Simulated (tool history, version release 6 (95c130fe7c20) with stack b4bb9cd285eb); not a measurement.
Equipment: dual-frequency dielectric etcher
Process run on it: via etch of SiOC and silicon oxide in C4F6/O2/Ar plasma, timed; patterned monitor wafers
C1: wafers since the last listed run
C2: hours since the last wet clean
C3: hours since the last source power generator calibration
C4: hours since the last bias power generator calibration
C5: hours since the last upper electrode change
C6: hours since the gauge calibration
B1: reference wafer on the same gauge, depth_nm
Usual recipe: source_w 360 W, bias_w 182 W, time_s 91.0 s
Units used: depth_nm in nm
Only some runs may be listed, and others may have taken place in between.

Run 1, day 0.000: usual settings; C1 0; C2 90.2; C3 3330.6; C4 4314.1; C5 1492.2; C6 238.8; B1 95.9. Result: depth_nm 97.3 nm.
Run 2, day 1.796: usual settings; C1 563; C2 133.3; C3 3373.7; C4 4357.2; C5 1535.3; C6 281.9; B1 95.9. Result: depth_nm 97.6 nm.
Run 3, day 4.233: usual settings; C1 764; C2 191.8; C3 3432.2; C4 4415.7; C5 1593.8; C6 340.4; B1 95.9. Result: depth_nm 98.3 nm.
Run 4, day 7.212: usual settings; C1 934; C2 263.3; C3 3503.7; C4 4487.2; C5 1665.3; C6 411.9; B1 95.9. Result: depth_nm 97.4 nm.
Run 5, day 9.808: usual settings but bias_w 146 W, time_s 78.5 s; C1 814; C2 325.6; C3 3566.0; C4 4549.5; C5 1727.6; C6 474.2; B1 96.0. Result: depth_nm 78.8 nm.
At day 14.508: wet clean of the chamber.
Run 6, day 18.762: usual settings but bias_w 146 W, time_s 78.5 s; C1 2494; C2 102.1; C3 3780.9; C4 4764.4; C5 1942.5; C6 689.1; B1 95.8. Result: depth_nm 78.6 nm.
Run 7, day 20.388: usual settings but source_w 330 W, bias_w 192 W; C1 509; C2 141.1; C3 3819.9; C4 4803.4; C5 1981.5; C6 728.1; B1 95.9. Result: depth_nm 96.8 nm.
Run 8, day 21.433: usual settings but source_w 330 W, bias_w 192 W; C1 328; C2 166.2; C3 3845.0; C4 4828.5; C5 2006.6; C6 753.2; B1 96.0. Result: depth_nm 97.2 nm.
Run 9, day 24.379: usual settings but source_w 410 W; C1 923; C2 236.9; C3 3915.7; C4 4899.2; C5 2077.3; C6 823.9; B1 95.9. Result: depth_nm 101.4 nm.
Run 10, day 26.183: usual settings but source_w 410 W; C1 565; C2 280.2; C3 3959.0; C4 4942.5; C5 2120.6; C6 867.2; B1 95.9. Result: depth_nm 101.7 nm.
Run 11, day 30.512: usual settings but source_w 310 W, bias_w 156 W; C1 1357; C2 384.1; C3 4062.9; C4 5046.4; C5 2224.5; C6 971.1; B1 95.9. Result: depth_nm 89.5 nm.
At day 31.858: wet clean of the chamber.
Run 12, day 32.692: usual settings but bias_w 194 W; C1 369; C2 20.0; C3 4115.2; C4 5098.7; C5 2276.8; C6 1023.4; B1 95.9. Result: depth_nm 100.2 nm.
Run 13, day 34.742: usual settings but bias_w 194 W; C1 642; C2 69.2; C3 4164.4; C4 5147.9; C5 2326.0; C6 1072.6; B1 95.9. Result: depth_nm 99.9 nm.
Run 14, day 35.838: usual settings; C1 343; C2 95.5; C3 4190.7; C4 5174.2; C5 2352.3; C6 1098.9; B1 95.9. Result: depth_nm 97.8 nm.
Run 15, day 38.121: usual settings but time_s 68.0 s; C1 716; C2 150.3; C3 4245.5; C4 5229.0; C5 2407.1; C6 1153.7; B1 95.9. Result: depth_nm 73.1 nm.
At day 39.975: gauge calibrated.
Run 16, day 40.446: usual settings but bias_w 212 W; C1 729; C2 206.1; C3 4301.3; C4 5284.8; C5 2462.9; C6 11.3; B1 95.9. Result: depth_nm 103.1 nm.
At day 40.942: bias power generator calibrated.
Run 17, day 43.012: usual settings but source_w 390 W, bias_w 216 W, time_s 80.0 s; C1 752; C2 267.7; C3 4362.9; C4 49.7; C5 2524.5; C6 72.9; B1 95.9. Result: depth_nm 93.5 nm.
At day 45.258: upper electrode replaced.
Run 18, day 45.279: usual settings but bias_w 218 W, time_s 107.0 s; C1 397; C2 322.1; C3 4417.3; C4 104.1; C5 0.5; C6 127.3; B1 95.9. Result: depth_nm 121.2 nm.
Run 19, day 47.867: usual settings but source_w 390 W, time_s 82.5 s; C1 811; C2 384.2; C3 4479.4; C4 166.2; C5 62.6; C6 189.4; B1 95.9. Result: depth_nm 90.4 nm.
At day 49.796: source power generator calibrated.
At day 50.075: wet clean of the chamber.
Run 20, day 50.425: usual settings but source_w 400 W, bias_w 166 W, time_s 117.5 s; C1 662; C2 8.4; C3 15.1; C4 227.6; C5 124.0; C6 250.8; B1 95.9. Result: depth_nm 126.4 nm.
Run 21, day 52.750: usual settings but time_s 98.5 s; C1 729; C2 64.2; C3 70.9; C4 283.4; C5 179.8; C6 306.6; B1 95.9. Result: depth_nm 105.9 nm.
Run 22, day 55.604: usual settings but source_w 300 W, bias_w 227 W, time_s 77.0 s; C1 895; C2 132.7; C3 139.4; C4 351.9; C5 248.3; C6 375.1; B1 95.9. Result: depth_nm 84.7 nm.
Run 23, day 57.812: usual settings but source_w 270 W, bias_w 222 W, time_s 108.0 s; C1 692; C2 185.7; C3 192.4; C4 404.9; C5 301.3; C6 428.1; B1 95.9. Result: depth_nm 114.0 nm.
Run 24, day 59.679: usual settings but source_w 410 W; C1 585; C2 230.5; C3 237.2; C4 449.7; C5 346.1; C6 472.9; B1 95.9. Result: depth_nm 101.6 nm.
Run 25, day 61.875: usual settings but source_w 300 W; C1 688; C2 283.2; C3 289.9; C4 502.4; C5 398.8; C6 525.6; B1 95.9. Result: depth_nm 92.9 nm.
Run 26, day 63.596: usual settings but source_w 310 W, bias_w 148 W, time_s 100.5 s; C1 539; C2 324.5; C3 331.2; C4 543.7; C5 440.1; C6 566.9; B1 95.9. Result: depth_nm 96.9 nm.
Run 27, day 65.800: usual settings; C1 691; C2 377.4; C3 384.1; C4 596.6; C5 493.0; C6 619.8; B1 95.9. Result: depth_nm 97.9 nm.
At day 66.983: wet clean of the chamber.
Run 28, day 67.150: usual settings but source_w 440 W, bias_w 163 W, time_s 84.0 s; C1 109; C2 4.0; C3 416.5; C4 629.0; C5 525.4; C6 652.2; B1 95.9. Result: depth_nm 92.4 nm.
Run 29, day 69.925: usual settings; C1 870; C2 70.6; C3 483.1; C4 695.6; C5 592.0; C6 718.8; B1 95.9. Result: depth_nm 97.5 nm.
Run 30, day 71.154: usual settings but bias_w 226 W, time_s 111.5 s; C1 385; C2 100.1; C3 512.6; C4 725.1; C5 621.5; C6 748.3; B1 95.9. Result: depth_nm 128.9 nm.

What the log doesn't show, run by run:
etch rate over this chamber's usual, %: 0 at every run
source power that arrives over what is set, %: 0 at every run
bias power that arrives over what is set, %: 0 at every run
gauge reads high (%): 0 at every run

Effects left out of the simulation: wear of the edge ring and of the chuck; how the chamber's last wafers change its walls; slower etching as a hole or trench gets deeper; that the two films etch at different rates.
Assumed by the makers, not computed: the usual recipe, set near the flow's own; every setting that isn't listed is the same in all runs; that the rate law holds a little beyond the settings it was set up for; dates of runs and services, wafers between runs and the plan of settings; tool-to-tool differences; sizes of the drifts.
